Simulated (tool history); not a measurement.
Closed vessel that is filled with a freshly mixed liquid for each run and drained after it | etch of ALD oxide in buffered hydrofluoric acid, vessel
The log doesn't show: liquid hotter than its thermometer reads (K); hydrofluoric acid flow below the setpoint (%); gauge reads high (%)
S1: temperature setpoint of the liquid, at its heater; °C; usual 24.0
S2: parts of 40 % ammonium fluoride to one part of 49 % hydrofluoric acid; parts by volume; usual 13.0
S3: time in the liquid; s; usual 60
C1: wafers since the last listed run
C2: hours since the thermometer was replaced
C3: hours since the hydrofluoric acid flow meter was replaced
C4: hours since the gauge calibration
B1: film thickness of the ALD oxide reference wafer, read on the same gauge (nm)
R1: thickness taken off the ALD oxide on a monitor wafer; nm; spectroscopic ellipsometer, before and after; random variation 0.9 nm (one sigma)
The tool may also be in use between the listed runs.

run	hour	S1	S2	S3	C1	C2	C3	C4	B1	R1
1	0.0	24.0	13.0	60	0	1456.0	262.6	137.6	39.96	173.08
2	31.2	24.0	13.0	60	2345	1487.2	293.8	168.8	39.90	174.78
3	72.9	24.0	13.0	35	3134	1528.9	335.5	210.5	39.84	101.75
4	115.8	24.0	13.0	35	3224	1571.8	378.4	253.4	39.78	101.53
5	177.7	24.0	13.0	60	4652	1633.7	440.3	315.3	39.66	173.67
6	225.8	24.0	11.5	60	3615	1681.8	488.4	363.4	39.59	196.16
7	320.1	24.0	11.5	60	7087	1776.1	582.7	457.7	39.44	194.17
8	349.0	24.0	13.0	60	2172	1805.0	611.6	486.6	39.40	172.71
9	411.4	24.0	13.0	60	4690	1867.4	674.0	549.0	39.29	171.03
10	439.7	24.0	13.0	60	2127	1895.7	702.3	577.3	39.25	172.22
11	465.0	24.0	11.5	60	1901	1921.0	727.6	602.6	39.24	194.68
# hour 506.3: hydrofluoric acid flow meter replaced
12	533.8	21.0	10.0	80	5096	1989.8	27.5	671.4	39.12	250.87
13	581.8	24.0	13.0	60	3607	2037.8	75.5	719.4	39.00	171.83
# hour 591.1: thermometer replaced
14	638.1	25.5	16.5	75	4156	47.0	131.8	775.7	38.94	183.03
15	696.1	27.0	13.0	60	4359	105.0	189.8	833.7	38.86	201.58
# hour 719.5: gauge calibrated
16	723.3	25.5	16.5	75	2044	132.2	217.0	3.8	40.13	189.16
17	791.2	20.5	11.5	80	5103	200.1	284.9	71.7	40.02	217.07
18	817.5	24.0	13.0	85	1976	226.4	311.2	98.0	39.97	249.97
19	880.6	26.0	16.0	40	4742	289.5	374.3	161.1	39.88	105.71
20	908.5	27.0	11.0	60	2097	317.4	402.2	189.0	39.82	244.21
21	947.6	24.0	10.0	45	2938	356.5	441.3	228.1	39.79	169.76

The same runs without the tool's hidden state, with the same run-to-run variation:
run	R1
1	173.27
2	175.18
3	102.16
4	102.11
5	175.10
6	198.17
7	196.91
8	175.35
9	174.08
10	175.50
11	198.59
12	256.63
13	176.12
14	188.04
15	207.59
16	188.60
17	217.00
18	250.16
19	106.06
20	245.29
21	170.78

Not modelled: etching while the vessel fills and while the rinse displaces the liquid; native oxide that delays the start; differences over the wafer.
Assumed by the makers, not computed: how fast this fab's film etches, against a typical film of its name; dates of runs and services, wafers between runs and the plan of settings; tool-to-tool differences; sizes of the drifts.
